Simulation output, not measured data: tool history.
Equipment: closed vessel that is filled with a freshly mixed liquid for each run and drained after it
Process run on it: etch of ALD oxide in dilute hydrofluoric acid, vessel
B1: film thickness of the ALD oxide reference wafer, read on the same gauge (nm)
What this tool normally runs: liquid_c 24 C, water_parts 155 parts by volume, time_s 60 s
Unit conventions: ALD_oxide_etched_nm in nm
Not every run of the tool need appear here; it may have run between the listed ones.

{"run": 1, "hour": 0.0, "liquid_c": 24, "water_parts": 155, "time_s": 60, "B1": 119.99, "ALD_oxide_etched_nm": 7.2}
{"run": 2, "hour": 26.7, "liquid_c": 22, "water_parts": 155, "time_s": 60, "B1": 120.02, "ALD_oxide_etched_nm": 6.59}
{"run": 3, "hour": 68.2, "liquid_c": 22, "water_parts": 155, "time_s": 60, "B1": 120, "ALD_oxide_etched_nm": 6.57}
{"run": 4, "hour": 95.7, "liquid_c": 22, "water_parts": 155, "time_s": 60, "B1": 120.02, "ALD_oxide_etched_nm": 6.7}
{"run": 5, "hour": 154.8, "liquid_c": 24, "water_parts": 155, "time_s": 60, "B1": 120, "ALD_oxide_etched_nm": 7.07}
{"run": 6, "hour": 211.6, "liquid_c": 24, "water_parts": 155, "time_s": 60, "B1": 120.01, "ALD_oxide_etched_nm": 7.12}
{"run": 7, "hour": 275.0, "liquid_c": 24, "water_parts": 155, "time_s": 60, "B1": 119.98, "ALD_oxide_etched_nm": 7.06}
{"run": 8, "hour": 335.4, "liquid_c": 24, "water_parts": 105, "time_s": 60, "B1": 119.99, "ALD_oxide_etched_nm": 11.23}
{"run": 9, "hour": 401.6, "liquid_c": 24, "water_parts": 105, "time_s": 60, "B1": 119.97, "ALD_oxide_etched_nm": 11.02}
{"run": 10, "hour": 427.7, "liquid_c": 24, "water_parts": 105, "time_s": 60, "B1": 120.02, "ALD_oxide_etched_nm": 11}
{"run": 11, "hour": 458.0, "liquid_c": 24, "water_parts": 190, "time_s": 60, "B1": 119.99, "ALD_oxide_etched_nm": 5.49}
{"run": 12, "hour": 510.3, "liquid_c": 24, "water_parts": 190, "time_s": 60, "B1": 120, "ALD_oxide_etched_nm": 5.51}
{"hour": 524.7, "done": "thermometer replaced"}
{"run": 13, "hour": 574.3, "liquid_c": 24, "water_parts": 155, "time_s": 60, "B1": 120.01, "ALD_oxide_etched_nm": 7}
{"run": 14, "hour": 633.4, "liquid_c": 24, "water_parts": 155, "time_s": 60, "B1": 120.02, "ALD_oxide_etched_nm": 6.9}
{"run": 15, "hour": 665.6, "liquid_c": 24, "water_parts": 155, "time_s": 60, "B1": 120, "ALD_oxide_etched_nm": 6.98}
{"run": 16, "hour": 699.8, "liquid_c": 24, "water_parts": 155, "time_s": 60, "B1": 119.99, "ALD_oxide_etched_nm": 7.04}
{"hour": 730.1, "done": "gauge calibrated"}
{"run": 17, "hour": 740.2, "liquid_c": 19.5, "water_parts": 90, "time_s": 45, "B1": 120.03, "ALD_oxide_etched_nm": 8.07}
{"run": 18, "hour": 776.5, "liquid_c": 20.5, "water_parts": 155, "time_s": 60, "B1": 120.02, "ALD_oxide_etched_nm": 6.18}
{"run": 19, "hour": 814.9, "liquid_c": 22, "water_parts": 115, "time_s": 60, "B1": 119.99, "ALD_oxide_etched_nm": 9.17}
{"hour": 851.9, "done": "hydrofluoric acid flow meter replaced"}
{"run": 20, "hour": 852.4, "liquid_c": 24, "water_parts": 185, "time_s": 35, "B1": 119.97, "ALD_oxide_etched_nm": 3.59}
{"run": 21, "hour": 899.5, "liquid_c": 24, "water_parts": 195, "time_s": 60, "B1": 119.98, "ALD_oxide_etched_nm": 5.8}

Run 22 has not been measured yet. What should we expect?
{"run": 22, "hour": 931.3, "liquid_c": 24, "water_parts": 155, "time_s": 60, "B1": "?", "ALD_oxide_etched_nm": "?"}

B1: 120.01
ALD_oxide_etched_nm: 7.63 nm
Minus the tool's unlogged condition, the same run would have read ALD_oxide_etched_nm 7.67 nm.

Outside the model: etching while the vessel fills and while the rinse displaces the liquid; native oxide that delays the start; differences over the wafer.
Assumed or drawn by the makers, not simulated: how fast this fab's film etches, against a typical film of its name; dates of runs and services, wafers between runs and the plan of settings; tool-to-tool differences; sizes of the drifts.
